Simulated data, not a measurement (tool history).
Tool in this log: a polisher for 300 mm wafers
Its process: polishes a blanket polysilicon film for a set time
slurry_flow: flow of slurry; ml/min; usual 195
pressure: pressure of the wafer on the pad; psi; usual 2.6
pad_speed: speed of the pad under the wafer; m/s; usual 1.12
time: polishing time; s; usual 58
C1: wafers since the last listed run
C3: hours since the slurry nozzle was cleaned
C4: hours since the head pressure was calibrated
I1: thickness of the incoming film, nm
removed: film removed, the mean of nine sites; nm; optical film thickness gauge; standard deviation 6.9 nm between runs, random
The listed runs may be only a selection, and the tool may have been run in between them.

{"run": 1, "hour": 0.0, "slurry_flow": 195, "pressure": 2.6, "pad_speed": 1.12, "time": 58, "C1": 0, "wafers polished on this pad": 4053, "C3": 368.3, "C4": 629.7, "I1": 1458.7, "removed": 484.9}
{"hour": 91.8, "done": "worn pad replaced by a new one"}
{"hour": 174.2, "done": "slurry nozzle cleaned"}
{"run": 2, "hour": 218.8, "slurry_flow": 195, "pressure": 2.6, "pad_speed": 1.12, "time": 58, "C1": 2240, "wafers polished on this pad": 1320, "C3": 44.6, "C4": 848.5, "I1": 1436.1, "removed": 501.6}
{"run": 3, "hour": 272.7, "slurry_flow": 195, "pressure": 2.6, "pad_speed": 1.12, "time": 58, "C1": 564, "wafers polished on this pad": 1885, "C3": 98.5, "C4": 902.4, "I1": 1443.9, "removed": 495.0}
{"run": 4, "hour": 346.7, "slurry_flow": 195, "pressure": 2.6, "pad_speed": 1.12, "time": 58, "C1": 775, "wafers polished on this pad": 2661, "C3": 172.5, "C4": 976.4, "I1": 1436.5, "removed": 495.3}
{"hour": 390.8, "done": "head pressure recalibrated"}
{"run": 5, "hour": 396.7, "slurry_flow": 195, "pressure": 2.6, "pad_speed": 1.12, "time": 58, "C1": 503, "wafers polished on this pad": 3164, "C3": 222.5, "C4": 5.9, "I1": 1443.2, "removed": 455.9}
{"run": 6, "hour": 452.0, "slurry_flow": 195, "pressure": 2.6, "pad_speed": 1.12, "time": 58, "C1": 579, "wafers polished on this pad": 3743, "C3": 277.8, "C4": 61.2, "I1": 1420.7, "removed": 454.1}
{"run": 7, "hour": 500.1, "slurry_flow": 195, "pressure": 2.6, "pad_speed": 1.12, "time": 58, "C1": 504, "wafers polished on this pad": 4247, "C3": 325.9, "C4": 109.3, "I1": 1466.1, "removed": 442.5}
{"run": 8, "hour": 587.2, "slurry_flow": 195, "pressure": 2.6, "pad_speed": 1.12, "time": 58, "C1": 912, "wafers polished on this pad": 5160, "C3": 413.0, "C4": 196.4, "I1": 1449.0, "removed": 450.8}
{"hour": 594.6, "done": "worn pad replaced by a new one"}
{"hour": 654.8, "done": "slurry nozzle cleaned"}
{"run": 9, "hour": 663.4, "slurry_flow": 195, "pressure": 2.6, "pad_speed": 1.12, "time": 58, "C1": 746, "wafers polished on this pad": 710, "C3": 8.6, "C4": 272.6, "I1": 1437.4, "removed": 460.5}
{"run": 10, "hour": 769.4, "slurry_flow": 195, "pressure": 2.6, "pad_speed": 1.12, "time": 58, "C1": 1110, "wafers polished on this pad": 1821, "C3": 114.6, "C4": 378.6, "I1": 1438.2, "removed": 454.6}
{"run": 11, "hour": 855.5, "slurry_flow": 195, "pressure": 2.6, "pad_speed": 1.12, "time": 58, "C1": 902, "wafers polished on this pad": 2724, "C3": 200.7, "C4": 464.7, "I1": 1459.9, "removed": 461.4}
{"run": 12, "hour": 898.1, "slurry_flow": 195, "pressure": 2.6, "pad_speed": 1.12, "time": 58, "C1": 446, "wafers polished on this pad": 3170, "C3": 243.3, "C4": 507.3, "I1": 1430.3, "removed": 462.2}
{"run": 13, "hour": 953.5, "slurry_flow": 250, "pressure": 2.6, "pad_speed": 1.12, "time": 58, "C1": 580, "wafers polished on this pad": 3751, "C3": 298.7, "C4": 562.7, "I1": 1433.9, "removed": 483.9}
{"run": 14, "hour": 1054.0, "slurry_flow": 195, "pressure": 2.6, "pad_speed": 1.12, "time": 58, "C1": 1053, "wafers polished on this pad": 4804, "C3": 399.2, "C4": 663.2, "I1": 1453.5, "removed": 473.0}
{"hour": 1092.5, "done": "worn pad replaced by a new one"}
{"run": 15, "hour": 1149.2, "slurry_flow": 195, "pressure": 2.6, "pad_speed": 1.12, "time": 58, "C1": 955, "wafers polished on this pad": 593, "C3": 494.4, "C4": 758.4, "I1": 1424.3, "removed": 487.9}
{"hour": 1222.3, "done": "slurry nozzle cleaned"}
{"run": 16, "hour": 1244.7, "slurry_flow": 195, "pressure": 2.6, "pad_speed": 1.12, "time": 58, "C1": 990, "wafers polished on this pad": 1584, "C3": 22.4, "C4": 853.9, "I1": 1454.3, "removed": 486.5}
{"run": 17, "hour": 1310.7, "slurry_flow": 255, "pressure": 1.9, "pad_speed": 1.5, "time": 40, "C1": 691, "wafers polished on this pad": 2275, "C3": 88.4, "C4": 919.9, "I1": 1428.6, "removed": 351.5}
{"hour": 1385.5, "done": "head pressure recalibrated"}
{"hour": 1595.2, "done": "worn pad replaced by a new one"}
{"run": 18, "hour": 1623.9, "slurry_flow": 195, "pressure": 2.6, "pad_speed": 1.12, "time": 58, "C1": 3219, "wafers polished on this pad": 301, "C3": 401.6, "C4": 238.4, "I1": 1442.6, "removed": 461.0}
{"run": 19, "hour": 1703.7, "slurry_flow": 195, "pressure": 2.1, "pad_speed": 0.84, "time": 58, "C1": 836, "wafers polished on this pad": 1137, "C3": 481.4, "C4": 318.2, "I1": 1425.1, "removed": 282.1}
{"hour": 1720.6, "done": "slurry nozzle cleaned"}
{"run": 20, "hour": 1796.4, "slurry_flow": 195, "pressure": 2.6, "pad_speed": 1.12, "time": 58, "C1": 961, "wafers polished on this pad": 2098, "C3": 75.8, "C4": 410.9, "I1": 1443.6, "removed": 465.0}
{"run": 21, "hour": 1858.0, "slurry_flow": 195, "pressure": 3.1, "pad_speed": 1.12, "time": 58, "C1": 645, "wafers polished on this pad": 2743, "C3": 137.4, "C4": 472.5, "I1": 1456.1, "removed": 555.0}
{"run": 22, "hour": 1903.6, "slurry_flow": 150, "pressure": 2.6, "pad_speed": 1.12, "time": 42, "C1": 477, "wafers polished on this pad": 3221, "C3": 183.0, "C4": 518.1, "I1": 1421.1, "removed": 324.8}
{"run": 23, "hour": 1948.7, "slurry_flow": 130, "pressure": 2.6, "pad_speed": 1.3, "time": 58, "C1": 472, "wafers polished on this pad": 3694, "C3": 228.1, "C4": 563.2, "I1": 1447.2, "removed": 510.6}
{"run": 24, "hour": 2165.2, "slurry_flow": 195, "pressure": 2.9, "pad_speed": 1.12, "time": 67, "C1": 2268, "wafers polished on this pad": 5963, "C3": 444.6, "C4": 779.7, "I1": 1438.0, "removed": 637.5}
{"hour": 2228.1, "done": "worn pad replaced by a new one"}
{"run": 25, "hour": 2269.6, "slurry_flow": 195, "pressure": 2.6, "pad_speed": 1.12, "time": 58, "C1": 1052, "wafers polished on this pad": 434, "C3": 549.0, "C4": 884.1, "I1": 1444.9, "removed": 481.7}
{"hour": 2311.4, "done": "slurry nozzle cleaned"}
{"run": 26, "hour": 2369.4, "slurry_flow": 195, "pressure": 2.1, "pad_speed": 1.46, "time": 40, "C1": 1035, "wafers polished on this pad": 1469, "C3": 58.0, "C4": 983.9, "I1": 1411.2, "removed": 372.4}
{"run": 27, "hour": 2476.7, "slurry_flow": 230, "pressure": 1.7, "pad_speed": 1.4, "time": 58, "C1": 1124, "wafers polished on this pad": 2594, "C3": 165.3, "C4": 1091.2, "I1": 1418.5, "removed": 431.3}

Expected results for the next run?
{"run": 28, "hour": 2531.8, "slurry_flow": 255, "pressure": 2.0, "pad_speed": 1.12, "time": 58, "C1": 577, "wafers polished on this pad": 3171, "C3": 220.4, "C4": 1146.3, "I1": 1457.5, "removed": "?"}

{"run 28": {"removed": 407.5}}
Without the tool's hidden state the same run would have given removed 364.0 nm.
